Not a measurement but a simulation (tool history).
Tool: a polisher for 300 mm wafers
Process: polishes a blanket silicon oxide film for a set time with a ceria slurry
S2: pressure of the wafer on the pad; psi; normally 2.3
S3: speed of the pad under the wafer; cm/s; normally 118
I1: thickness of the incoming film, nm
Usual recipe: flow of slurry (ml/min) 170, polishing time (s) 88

{"run": 1, "hour": 0.0, "flow of slurry (ml/min)": 140, "S2": 2.3, "S3": 128, "polishing time (s)": 88, "I1": 1579, "film removed (nm)": 397}
{"run": 2, "hour": 58.7, "flow of slurry (ml/min)": 185, "S2": 2.3, "S3": 118, "polishing time (s)": 88, "I1": 1575.4, "film removed (nm)": 373.2}
{"run": 3, "hour": 122.9, "flow of slurry (ml/min)": 170, "S2": 2.9, "S3": 118, "polishing time (s)": 88, "I1": 1587.4, "film removed (nm)": 434.4}
{"run": 4, "hour": 189.4, "flow of slurry (ml/min)": 170, "S2": 2.9, "S3": 118, "polishing time (s)": 88, "I1": 1612.5, "film removed (nm)": 403}
{"run": 5, "hour": 262.1, "flow of slurry (ml/min)": 170, "S2": 2.9, "S3": 118, "polishing time (s)": 88, "I1": 1586.1, "film removed (nm)": 461.6}
{"run": 6, "hour": 287.7, "flow of slurry (ml/min)": 170, "S2": 2.3, "S3": 118, "polishing time (s)": 88, "I1": 1580, "film removed (nm)": 386.1}
{"run": 7, "hour": 332.2, "flow of slurry (ml/min)": 170, "S2": 2.3, "S3": 118, "polishing time (s)": 88, "I1": 1591.8, "film removed (nm)": 381}
{"run": 8, "hour": 367.2, "flow of slurry (ml/min)": 170, "S2": 2.3, "S3": 118, "polishing time (s)": 88, "I1": 1627.8, "film removed (nm)": 382.3}
{"run": 9, "hour": 418.0, "flow of slurry (ml/min)": 170, "S2": 2.3, "S3": 118, "polishing time (s)": 88, "I1": 1595.7, "film removed (nm)": 381.9}
{"run": 10, "hour": 464.2, "flow of slurry (ml/min)": 170, "S2": 2.3, "S3": 118, "polishing time (s)": 88, "I1": 1621.3, "film removed (nm)": 366.5}
{"run": 11, "hour": 495.9, "flow of slurry (ml/min)": 170, "S2": 2.3, "S3": 118, "polishing time (s)": 88, "I1": 1581.8, "film removed (nm)": 359.5}
{"run": 12, "hour": 567.2, "flow of slurry (ml/min)": 170, "S2": 2.3, "S3": 118, "polishing time (s)": 88, "I1": 1595.6, "film removed (nm)": 338.3}
{"run": 13, "hour": 630.5, "flow of slurry (ml/min)": 170, "S2": 2.3, "S3": 118, "polishing time (s)": 88, "I1": 1613.9, "film removed (nm)": 381.2}
{"run": 14, "hour": 683.1, "flow of slurry (ml/min)": 170, "S2": 2.3, "S3": 118, "polishing time (s)": 88, "I1": 1632.5, "film removed (nm)": 389.4}
{"run": 15, "hour": 709.5, "flow of slurry (ml/min)": 170, "S2": 2.8, "S3": 118, "polishing time (s)": 88, "I1": 1642.8, "film removed (nm)": 447.7}
{"run": 16, "hour": 740.5, "flow of slurry (ml/min)": 170, "S2": 2.8, "S3": 118, "polishing time (s)": 88, "I1": 1642.9, "film removed (nm)": 441.2}
{"run": 17, "hour": 764.8, "flow of slurry (ml/min)": 170, "S2": 2.3, "S3": 96, "polishing time (s)": 88, "I1": 1629.4, "film removed (nm)": 333.6}
{"run": 18, "hour": 832.1, "flow of slurry (ml/min)": 170, "S2": 2.8, "S3": 118, "polishing time (s)": 88, "I1": 1609.6, "film removed (nm)": 426.2}
{"run": 19, "hour": 903.0, "flow of slurry (ml/min)": 170, "S2": 2.3, "S3": 118, "polishing time (s)": 77, "I1": 1625.9, "film removed (nm)": 303.3}
{"run": 20, "hour": 973.2, "flow of slurry (ml/min)": 170, "S2": 1.9, "S3": 134, "polishing time (s)": 88, "I1": 1615.9, "film removed (nm)": 363.2}
{"run": 21, "hour": 1021.5, "flow of slurry (ml/min)": 170, "S2": 2.3, "S3": 118, "polishing time (s)": 88, "I1": 1589, "film removed (nm)": 390.6}
{"run": 22, "hour": 1056.7, "flow of slurry (ml/min)": 145, "S2": 1.7, "S3": 118, "polishing time (s)": 88, "I1": 1587.8, "film removed (nm)": 293}
{"run": 23, "hour": 1127.0, "flow of slurry (ml/min)": 145, "S2": 2.9, "S3": 118, "polishing time (s)": 58, "I1": 1636.5, "film removed (nm)": 282.1}
{"run": 24, "hour": 1285.0, "flow of slurry (ml/min)": 115, "S2": 2.3, "S3": 118, "polishing time (s)": 88, "I1": 1588.7, "film removed (nm)": 362.9}
{"run": 25, "hour": 1311.6, "flow of slurry (ml/min)": 140, "S2": 3, "S3": 152, "polishing time (s)": 80, "I1": 1611.1, "film removed (nm)": 502.6}
{"run": 26, "hour": 1380.7, "flow of slurry (ml/min)": 170, "S2": 2.3, "S3": 118, "polishing time (s)": 88, "I1": 1631.2, "film removed (nm)": 383.3}
{"run": 27, "hour": 1423.1, "flow of slurry (ml/min)": 170, "S2": 2.9, "S3": 102, "polishing time (s)": 88, "I1": 1622.1, "film removed (nm)": 412}
{"run": 28, "hour": 1472.2, "flow of slurry (ml/min)": 145, "S2": 2.5, "S3": 146, "polishing time (s)": 101, "I1": 1631, "film removed (nm)": 527.5}
{"run": 29, "hour": 1509.2, "flow of slurry (ml/min)": 170, "S2": 1.9, "S3": 118, "polishing time (s)": 60, "I1": 1627.4, "film removed (nm)": 213.1}
{"run": 30, "hour": 1561.7, "flow of slurry (ml/min)": 225, "S2": 1.7, "S3": 148, "polishing time (s)": 62, "I1": 1611, "film removed (nm)": 248.2}
{"run": 31, "hour": 1596.4, "flow of slurry (ml/min)": 170, "S2": 3.1, "S3": 148, "polishing time (s)": 88, "I1": 1600.5, "film removed (nm)": 526.1}
{"run": 32, "hour": 1668.4, "flow of slurry (ml/min)": 170, "S2": 2.3, "S3": 118, "polishing time (s)": 88, "I1": 1628, "film removed (nm)": 399.5}
{"run": 33, "hour": 1737.3, "flow of slurry (ml/min)": 170, "S2": 2.3, "S3": 118, "polishing time (s)": 64, "I1": 1601.2, "film removed (nm)": 278.7}

Removed from this log: 10 entries logged between the listed runs. Between which two listed runs does each belong, and how does the tool's hidden state at the listed run before it compare with that at the listed run after it?
Run 1 -> run 2: head pressure recalibrated (hour 39.8)
  removal rate lost through wear of the pad, %: 3.26 -> 5.46
  difference, measured minus the result without the unlogged condition, film removed (nm): -13.4 -> -21.5
Run 2 -> run 3: slurry nozzle cleaned (hour 110.6)
  removal rate lost through wear of the pad, %: 5.46 -> 8.64
  difference, measured minus the result without the unlogged condition, film removed (nm): -21.5 -> -41.1
Run 4 -> run 5: worn pad replaced by a new one (hour 208.7)
  removal rate lost through wear of the pad, %: 12.8 -> 0.695
  difference, measured minus the result without the unlogged condition, film removed (nm): -59.2 -> -3.2
Run 12 -> run 13: worn pad replaced by a new one (hour 581.7); head pressure recalibrated (hour 624.6)
  removal rate lost through wear of the pad, %: 13.2 -> 1.49
  difference, measured minus the result without the unlogged condition, film removed (nm): -51.4 -> -5.8
Run 19 -> run 20: worn pad replaced by a new one (hour 913.6)
  removal rate lost through wear of the pad, %: 11.5 -> 2.48
  difference, measured minus the result without the unlogged condition, film removed (nm): -39.5 -> -9.2
Run 21 -> run 22: slurry nozzle cleaned (hour 1055)
  removal rate lost through wear of the pad, %: 3.28 -> 4.16
  difference, measured minus the result without the unlogged condition, film removed (nm): -13.3 -> -12.7
Run 23 -> run 24: head pressure recalibrated (hour 1254.3); worn pad replaced by a new one (hour 1272.8)
  removal rate lost through wear of the pad, %: 6.65 -> 0.654
  difference, measured minus the result without the unlogged condition, film removed (nm): -20.1 -> -2.4
Run 31 -> run 32: worn pad replaced by a new one (hour 1633.9)
  removal rate lost through wear of the pad, %: 11.1 -> 0.651
  difference, measured minus the result without the unlogged condition, film removed (nm): -65.3 -> -2.6

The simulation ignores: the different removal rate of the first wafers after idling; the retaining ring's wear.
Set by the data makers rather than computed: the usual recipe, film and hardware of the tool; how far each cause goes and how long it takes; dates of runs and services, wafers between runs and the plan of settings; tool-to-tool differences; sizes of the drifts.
